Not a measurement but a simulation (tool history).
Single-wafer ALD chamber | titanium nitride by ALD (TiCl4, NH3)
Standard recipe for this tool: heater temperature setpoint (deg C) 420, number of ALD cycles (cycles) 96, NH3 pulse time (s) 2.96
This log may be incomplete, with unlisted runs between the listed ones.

| run | hour | heater temperature setpoint (deg C) | number of ALD cycles (cycles) | NH3 pulse time (s) | wafers since the last listed run | hours since the last thermocouple change | hours since the showerhead was replaced | hours since the gauge calibration | read-back reference wafer on the same gauge, thickness_nm | mean film thickness on the monitor wafer (Å) |
|---|---|---|---|---|---|---|---|---|---|---|
| 1 | 0 | 420 | 96 | 2.96 | 0 | 1487.7 | 3356.4 | 327.7 | 1.917 | 22.92 |
| 2 | 88.5 | 420 | 96 | 2.96 | 249 | 1576.2 | 3444.9 | 416.2 | 1.915 | 22.92 |
| 3 | 178.2 | 420 | 96 | 2.96 | 252 | 1665.9 | 3534.6 | 505.9 | 1.909 | 22.69 |
| 4 | 374.4 | 420 | 96 | 2.96 | 553 | 1862.1 | 3730.8 | 702.1 | 1.892 | 22.64 |
| 5 | 417.2 | 420 | 96 | 2.96 | 120 | 1904.9 | 3773.6 | 744.9 | 1.889 | 22.58 |
| 6 | 517.3 | 420 | 96 | 2.96 | 282 | 2005 | 3873.7 | 845 | 1.88 | 22.51 |
| 7 | 563.3 | 420 | 96 | 2.96 | 129 | 2051 | 3919.7 | 891 | 1.873 | 22.46 |
| 8 | 658.6 | 420 | 96 | 2.96 | 268 | 2146.3 | 4015 | 986.3 | 1.864 | 22.34 |
|  | 670.4 | gauge calibrated |
| 9 | 696.9 | 420 | 83 | 2.38 | 107 | 2184.6 | 4053.3 | 26.5 | 1.921 | 19.77 |
| 10 | 750.7 | 420 | 83 | 2.38 | 151 | 2238.4 | 4107.1 | 80.3 | 1.918 | 19.74 |
| 11 | 806.5 | 420 | 96 | 2.96 | 157 | 2294.2 | 4162.9 | 136.1 | 1.921 | 23.03 |
| 12 | 874.3 | 420 | 96 | 2.96 | 191 | 2362 | 4230.7 | 203.9 | 1.92 | 22.98 |
| 13 | 979.1 | 420 | 96 | 2 | 295 | 2466.8 | 4335.5 | 308.7 | 1.917 | 22.55 |
|  | 996.6 | thermocouple changed; heater temperature recalibrated |
| 14 | 1049.5 | 406 | 96 | 1.92 | 175 | 52.9 | 4405.9 | 379.1 | 1.911 | 22.34 |
| 15 | 1144.8 | 420 | 96 | 3.89 | 268 | 148.2 | 4501.2 | 474.4 | 1.907 | 23.05 |
| 16 | 1185.8 | 432 | 87 | 2.96 | 115 | 189.2 | 4542.2 | 515.4 | 1.905 | 20.69 |
| 17 | 1276.8 | 420 | 96 | 2.96 | 256 | 280.2 | 4633.2 | 606.4 | 1.899 | 22.7 |
|  | 1340 | showerhead replaced |
| 18 | 1366.5 | 420 | 108 | 3.56 | 230 | 369.9 | 26.5 | 696.1 | 1.889 | 25.55 |
| 19 | 1433.4 | 420 | 96 | 2.96 | 188 | 436.8 | 93.4 | 763 | 1.886 | 22.58 |
| 20 | 1510.2 | 420 | 83 | 2.96 | 216 | 513.6 | 170.2 | 839.8 | 1.878 | 19.39 |
|  | 1558 | gauge calibrated |
| 21 | 1571.2 | 420 | 96 | 2.13 | 172 | 574.6 | 231.2 | 13.2 | 1.905 | 22.54 |
| 22 | 1668.7 | 420 | 108 | 2.4 | 274 | 672.1 | 328.7 | 110.7 | 1.906 | 25.56 |
| 23 | 1729.2 | 407 | 80 | 3.56 | 170 | 732.6 | 389.2 | 171.2 | 1.904 | 19.06 |

State the hidden condition of the tool at each of the runs:
wafer temperature above the value expected at the setpoint (K): 0 at every run
H1: gauge reads high (%)
| run | H1 |
|---|---|
| 1 | -0.124 |
| 2 | -0.339 |
| 3 | -0.608 |
| 4 | -1.38 |
| 5 | -1.58 |
| 6 | -2.1 |
| 7 | -2.36 |
| 8 | -2.95 |
| 9 | 0.0502 |
| 10 | 0.0315 |
| 11 | -0.0079 |
| 12 | -0.083 |
| 13 | -0.258 |
| 14 | -0.416 |
| 15 | -0.681 |
| 16 | -0.813 |
| 17 | -1.15 |
| 18 | -1.53 |
| 19 | -1.85 |
| 20 | -2.25 |
| 21 | -0.749 |
| 22 | -0.788 |
| 23 | -0.844 |
